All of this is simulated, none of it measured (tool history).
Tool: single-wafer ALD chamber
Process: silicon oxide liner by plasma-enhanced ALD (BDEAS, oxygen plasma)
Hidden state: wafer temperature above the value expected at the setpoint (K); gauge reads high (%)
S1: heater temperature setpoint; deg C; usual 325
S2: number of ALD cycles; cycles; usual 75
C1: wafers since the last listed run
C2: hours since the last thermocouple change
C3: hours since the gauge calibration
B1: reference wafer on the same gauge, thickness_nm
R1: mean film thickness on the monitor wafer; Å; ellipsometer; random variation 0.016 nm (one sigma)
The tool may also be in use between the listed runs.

run   hour   S1  S2   C1      C2     C3     B1     R1
  1    0.0  325  82    0  2400.7  220.0  7.673  70.01
  2   26.8  316  75  134  2427.5  246.8  7.667  64.96
  3   62.0  328  64  176  2462.7  282.0  7.673  54.19
  4   85.4  325  71  117  2486.1  305.4  7.662  60.33
  5  101.1  325  75   78  2501.8  321.1  7.666  63.95
  6  123.4  325  75  111  2524.1  343.4  7.667  64.05
  7  146.0  325  75  113  2546.7  366.0  7.669  63.87
  8  158.6  325  75   63  2559.3  378.6  7.668  63.80
  9  182.1  325  75  117  2582.8  402.1  7.664  64.11
 10  217.4  325  75  176  2618.1  437.4  7.669  64.16
 11  241.3  325  75  119  2642.0  461.3  7.671  64.23
 12  259.4  325  75   90  2660.1  479.4  7.667  63.92
 13  287.4  325  75  140  2688.1  507.4  7.668  64.04
     298.5  -- gauge calibrated
 14  311.2  325  75  119  2711.9   12.7  7.674  63.72
 15  343.4  320  84  161  2744.1   44.9  7.666  72.32
 16  360.5  316  82   85  2761.2   62.0  7.666  70.93
 17  378.0  325  75   87  2778.7   79.5  7.673  64.20
 18  402.8  320  82  124  2803.5  104.3  7.675  70.35
 19  429.5  310  81  133  2830.2  131.0  7.668  70.92
     456.5  -- thermocouple changed; heater temperature recalibrated
 20  462.1  311  70  123     5.6  163.6  7.673  60.91
 21  498.0  325  79  179    41.5  199.5  7.671  67.42
 22  529.5  325  75  157    73.0  231.0  7.663  64.17
 23  543.4  313  79   69    86.9  244.9  7.668  68.97
 24  557.2  329  75   69   100.7  258.7  7.667  63.68
 25  592.1  325  75  174   135.6  293.6  7.670  64.13
 26  607.8  310  79   78   151.3  309.3  7.668  68.92
 27  636.2  325  75  142   179.7  337.7  7.670  64.12
 28  669.4  325  75  166   212.9  370.9  7.678  64.14
 29  688.8  316  66   97   232.3  390.3  7.666  57.00
 30  707.9  315  62   95   251.4  409.4  7.676  53.70

What the log doesn't show, run by run:
wafer temperature above the value expected at the setpoint (K): 0 in every run
gauge reads high (%): 0 in every run

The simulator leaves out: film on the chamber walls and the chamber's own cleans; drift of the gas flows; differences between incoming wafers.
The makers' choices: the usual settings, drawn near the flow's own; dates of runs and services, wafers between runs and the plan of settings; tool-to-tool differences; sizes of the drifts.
